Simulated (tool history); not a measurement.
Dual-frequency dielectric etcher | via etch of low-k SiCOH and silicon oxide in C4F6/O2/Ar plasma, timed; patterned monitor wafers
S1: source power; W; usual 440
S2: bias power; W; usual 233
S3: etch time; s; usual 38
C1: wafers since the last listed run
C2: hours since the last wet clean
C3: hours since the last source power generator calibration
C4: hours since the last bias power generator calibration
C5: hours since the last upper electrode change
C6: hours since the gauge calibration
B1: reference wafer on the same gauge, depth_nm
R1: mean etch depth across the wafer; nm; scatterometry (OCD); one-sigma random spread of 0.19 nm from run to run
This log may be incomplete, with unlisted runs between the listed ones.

Run 1, day 0: usual settings but S3 44 s; C1 0; C2 358.8; C3 4373.2; C4 2541.3; C5 3411.2; C6 1147.4; B1 86.2. Result: R1 96.6 nm.
At day 0.854: wet clean of the chamber.
Run 2, day 4.133: usual settings; C1 895; C2 78.7; C3 4472.4; C4 2640.5; C5 3510.4; C6 1246.6; B1 86.2. Result: R1 84.9 nm.
Run 3, day 6.771: usual settings; C1 720; C2 142; C3 4535.7; C4 2703.8; C5 3573.7; C6 1309.9; B1 86.1. Result: R1 84.2 nm.
Run 4, day 10.104: usual settings but S2 196 W; C1 910; C2 222; C3 4615.7; C4 2783.8; C5 3653.7; C6 1389.9; B1 86.2. Result: R1 76.2 nm.
At day 14.629: wet clean of the chamber.
Run 5, day 14.65: usual settings but S2 205 W; C1 968; C2 0.5; C3 4724.8; C4 2892.9; C5 3762.8; C6 1499; B1 86.2. Result: R1 79 nm.
Run 6, day 16.533: usual settings; C1 514; C2 45.7; C3 4770; C4 2938.1; C5 3808; C6 1544.2; B1 86.2. Result: R1 84.1 nm.
At day 18.9: source power generator calibrated.
Run 7, day 20.992: usual settings; C1 1171; C2 152.7; C3 50.2; C4 3045.1; C5 3915; C6 1651.2; B1 86.2. Result: R1 83.8 nm.
At day 23.662: gauge calibrated.
Run 8, day 25.412: usual settings; C1 1207; C2 258.8; C3 156.3; C4 3151.2; C5 4021.1; C6 42; B1 86.2. Result: R1 83 nm.
At day 29.042: bias power generator calibrated.
At day 29.267: wet clean of the chamber.
Run 9, day 29.592: usual settings but S2 276 W; C1 1033; C2 7.8; C3 256.6; C4 13.2; C5 4121.4; C6 142.3; B1 86.2. Result: R1 93.9 nm.
Run 10, day 31.733: usual settings; C1 584; C2 59.2; C3 308; C4 64.6; C5 4172.8; C6 193.7; B1 86.2. Result: R1 85.7 nm.
Run 11, day 33.404: usual settings but S1 510 W, S3 47.5 s; C1 456; C2 99.3; C3 348.1; C4 104.7; C5 4212.9; C6 233.8; B1 86.1. Result: R1 116.8 nm.
Run 12, day 37.179: usual settings but S1 480 W, S2 290 W, S3 34.5 s; C1 1030; C2 189.9; C3 438.7; C4 195.3; C5 4303.5; C6 324.4; B1 86.2. Result: R1 91.2 nm.
Run 13, day 39.671: usual settings; C1 680; C2 249.7; C3 498.5; C4 255.1; C5 4363.3; C6 384.2; B1 86.2. Result: R1 85.1 nm.
Run 14, day 41.475: usual settings but S1 470 W, S2 182 W, S3 43.5 s; C1 492; C2 293; C3 541.8; C4 298.4; C5 4406.6; C6 427.5; B1 86.2. Result: R1 87.8 nm.
At day 45.512: wet clean of the chamber.
At day 45.583: upper electrode replaced.
Run 15, day 45.858: usual settings but S1 380 W, S2 268 W; C1 904; C2 8.3; C3 647; C4 403.6; C5 6.6; C6 532.7; B1 86.2. Result: R1 85.2 nm.
Run 16, day 53.846: usual settings but S1 500 W, S2 175 W, S3 28 s; C1 2180; C2 200; C3 838.7; C4 595.3; C5 198.3; C6 724.4; B1 86.1. Result: R1 58.4 nm.
Run 17, day 57.783: usual settings but S2 196 W; C1 1075; C2 294.5; C3 933.2; C4 689.8; C5 292.8; C6 818.9; B1 86.2. Result: R1 77.8 nm.

Below are 4 alternative next runs, each starting from the tool's condition after run 17. Predict each:
Run A, day 57.8: usual settings but S2 278 W; C1 4; C2 294.9; C3 933.6; C4 690.2; C5 293.2; C6 819.3; B1 ?. Result: R1 ?.
Run B, day 57.8: usual settings but S1 540 W, S2 265 W, S3 48 s; C1 4; C2 294.9; C3 933.6; C4 690.2; C5 293.2; C6 819.3; B1 ?. Result: R1 ?.
Run C, day 57.8: usual settings but S3 31.5 s; C1 4; C2 294.9; C3 933.6; C4 690.2; C5 293.2; C6 819.3; B1 ?. Result: R1 ?.
Run D, day 57.8: usual settings but S1 370 W, S2 252 W; C1 4; C2 294.9; C3 933.6; C4 690.2; C5 293.2; C6 819.3; B1 ?. Result: R1 ?.

run    B1     R1
  A  86.2   93.8
  B  86.2  130.2
  C  86.2     71
  D  86.2   79.8
Without the tool's unlogged condition, the same runs would have read:
run     R1
  A   94.9
  B  131.7
  C   71.8
  D   80.7

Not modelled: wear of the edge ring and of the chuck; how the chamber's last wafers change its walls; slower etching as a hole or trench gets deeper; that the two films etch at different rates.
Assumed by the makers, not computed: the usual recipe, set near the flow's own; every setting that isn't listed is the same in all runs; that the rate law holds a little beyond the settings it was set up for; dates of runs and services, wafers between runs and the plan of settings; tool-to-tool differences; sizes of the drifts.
